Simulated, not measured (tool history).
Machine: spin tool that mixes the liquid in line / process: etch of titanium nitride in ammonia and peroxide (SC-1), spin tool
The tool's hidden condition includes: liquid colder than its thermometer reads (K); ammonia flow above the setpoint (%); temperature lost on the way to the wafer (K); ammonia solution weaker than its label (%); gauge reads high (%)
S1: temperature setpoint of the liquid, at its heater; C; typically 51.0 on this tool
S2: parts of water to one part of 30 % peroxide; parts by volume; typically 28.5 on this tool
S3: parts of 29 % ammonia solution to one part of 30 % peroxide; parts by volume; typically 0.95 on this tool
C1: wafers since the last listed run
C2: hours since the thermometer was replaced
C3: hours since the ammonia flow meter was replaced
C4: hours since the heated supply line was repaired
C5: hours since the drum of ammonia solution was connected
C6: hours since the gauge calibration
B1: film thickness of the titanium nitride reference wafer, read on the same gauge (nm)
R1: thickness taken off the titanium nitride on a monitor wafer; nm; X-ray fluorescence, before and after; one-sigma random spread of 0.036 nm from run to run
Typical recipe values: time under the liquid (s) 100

run 1 day=0.000 | S1=51.0 S2=18.5 S3=0.95 time_under_the_liquid_(s)=100 | C1=0 C2=660.9 C3=1581.9 C4=1907.0 C5=249.0 C6=369.0 | B1=90.01 | R1=5.83
run 2 day=2.792 | S1=55.0 S2=28.5 S3=0.95 time_under_the_liquid_(s)=100 | C1=454 C2=727.9 C3=1648.9 C4=1974.0 C5=316.0 C6=436.0 | B1=90.00 | R1=6.10
run 3 day=5.717 | S1=51.0 S2=28.5 S3=0.95 time_under_the_liquid_(s)=100 | C1=476 C2=798.1 C3=1719.1 C4=2044.2 C5=386.2 C6=506.2 | B1=90.01 | R1=4.58
run 4 day=11.671 | S1=51.0 S2=28.5 S3=0.95 time_under_the_liquid_(s)=100 | C1=969 C2=941.0 C3=1862.0 C4=2187.1 C5=529.1 C6=649.1 | B1=90.02 | R1=4.55
run 5 day=14.392 | S1=51.0 S2=28.5 S3=0.95 time_under_the_liquid_(s)=100 | C1=443 C2=1006.3 C3=1927.3 C4=2252.4 C5=594.4 C6=714.4 | B1=90.00 | R1=4.53
-- day=14.879 ammonia flow meter replaced
run 6 day=17.029 | S1=51.0 S2=28.5 S3=0.95 time_under_the_liquid_(s)=100 | C1=422 C2=1069.6 C3=51.6 C4=2315.7 C5=657.7 C6=777.7 | B1=90.01 | R1=4.49
run 7 day=19.683 | S1=51.0 S2=28.5 S3=0.95 time_under_the_liquid_(s)=100 | C1=432 C2=1133.3 C3=115.3 C4=2379.4 C5=721.4 C6=841.4 | B1=90.06 | R1=4.47
run 8 day=20.850 | S1=51.0 S2=28.5 S3=0.95 time_under_the_liquid_(s)=100 | C1=189 C2=1161.3 C3=143.3 C4=2407.4 C5=749.4 C6=869.4 | B1=89.99 | R1=4.37
-- day=22.600 thermometer replaced
run 9 day=22.904 | S1=51.0 S2=28.5 S3=0.95 time_under_the_liquid_(s)=100 | C1=327 C2=7.3 C3=192.6 C4=2456.7 C5=798.7 C6=918.7 | B1=90.01 | R1=4.42
run 10 day=23.929 | S1=51.0 S2=35.0 S3=1.15 time_under_the_liquid_(s)=120 | C1=166 C2=31.9 C3=217.2 C4=2481.3 C5=823.3 C6=943.3 | B1=89.99 | R1=4.86
run 11 day=26.150 | S1=61.0 S2=28.5 S3=0.95 time_under_the_liquid_(s)=100 | C1=361 C2=85.2 C3=270.5 C4=2534.6 C5=876.6 C6=996.6 | B1=89.95 | R1=8.76
run 12 day=28.717 | S1=51.0 S2=28.5 S3=0.50 time_under_the_liquid_(s)=100 | C1=417 C2=146.8 C3=332.1 C4=2596.2 C5=938.2 C6=1058.2 | B1=90.02 | R1=3.86
-- day=30.104 gauge calibrated
run 13 day=30.154 | S1=51.0 S2=18.5 S3=0.95 time_under_the_liquid_(s)=100 | C1=234 C2=181.3 C3=366.6 C4=2630.7 C5=972.7 C6=1.2 | B1=89.99 | R1=5.48
-- day=31.425 new drum of ammonia solution connected
run 14 day=32.508 | S1=45.5 S2=39.5 S3=0.95 time_under_the_liquid_(s)=55 | C1=376 C2=237.8 C3=423.1 C4=2687.2 C5=26.0 C6=57.7 | B1=90.05 | R1=1.35
-- day=33.083 heated supply line repaired
run 15 day=33.842 | S1=51.0 S2=38.0 S3=0.95 time_under_the_liquid_(s)=65 | C1=210 C2=269.8 C3=455.1 C4=18.2 C5=58.0 C6=89.7 | B1=89.96 | R1=2.96
run 16 day=35.633 | S1=51.0 S2=28.5 S3=0.95 time_under_the_liquid_(s)=100 | C1=291 C2=312.8 C3=498.1 C4=61.2 C5=101.0 C6=132.7 | B1=90.01 | R1=5.33
run 17 day=37.250 | S1=55.5 S2=21.5 S3=1.20 time_under_the_liquid_(s)=100 | C1=263 C2=351.6 C3=536.9 C4=100.0 C5=139.8 C6=171.5 | B1=89.99 | R1=8.83
run 18 day=38.904 | S1=47.5 S2=38.0 S3=0.70 time_under_the_liquid_(s)=120 | C1=269 C2=391.3 C3=576.6 C4=139.7 C5=179.5 C6=211.2 | B1=89.98 | R1=4.01
run 19 day=41.871 | S1=44.5 S2=42.0 S3=0.95 time_under_the_liquid_(s)=75 | C1=483 C2=462.5 C3=647.8 C4=210.9 C5=250.7 C6=282.4 | B1=89.97 | R1=2.03

Consider 5 possible next runs. They are alternatives, not a sequence: every one starts from the tool as it was left by run 19. What does each give?
run A day=41.888 | S1=57.0 S2=28.5 S3=0.95 time_under_the_liquid_(s)=100 | C1=2 C2=462.9 C3=648.2 C4=211.3 C5=251.1 C6=282.8 | B1=? | R1=?
run B day=41.888 | S1=51.0 S2=15.5 S3=0.80 time_under_the_liquid_(s)=100 | C1=2 C2=462.9 C3=648.2 C4=211.3 C5=251.1 C6=282.8 | B1=? | R1=?
run C day=41.888 | S1=48.0 S2=23.5 S3=0.75 time_under_the_liquid_(s)=50 | C1=2 C2=462.9 C3=648.2 C4=211.3 C5=251.1 C6=282.8 | B1=? | R1=?
run D day=41.888 | S1=51.0 S2=36.0 S3=1.05 time_under_the_liquid_(s)=100 | C1=2 C2=462.9 C3=648.2 C4=211.3 C5=251.1 C6=282.8 | B1=? | R1=?
run E day=41.888 | S1=51.0 S2=28.5 S3=0.95 time_under_the_liquid_(s)=145 | C1=2 C2=462.9 C3=648.2 C4=211.3 C5=251.1 C6=282.8 | B1=? | R1=?

run=A B1=90.04 R1=7.96
run=B B1=90.04 R1=7.18
run=C B1=90.04 R1=2.29
run=D B1=90.04 R1=4.72
run=E B1=90.04 R1=7.67
Had the tool no hidden state, the same runs would have come out as:
run=A R1=8.11
run=B R1=7.32
run=C R1=2.33
run=D R1=4.81
run=E R1=7.82

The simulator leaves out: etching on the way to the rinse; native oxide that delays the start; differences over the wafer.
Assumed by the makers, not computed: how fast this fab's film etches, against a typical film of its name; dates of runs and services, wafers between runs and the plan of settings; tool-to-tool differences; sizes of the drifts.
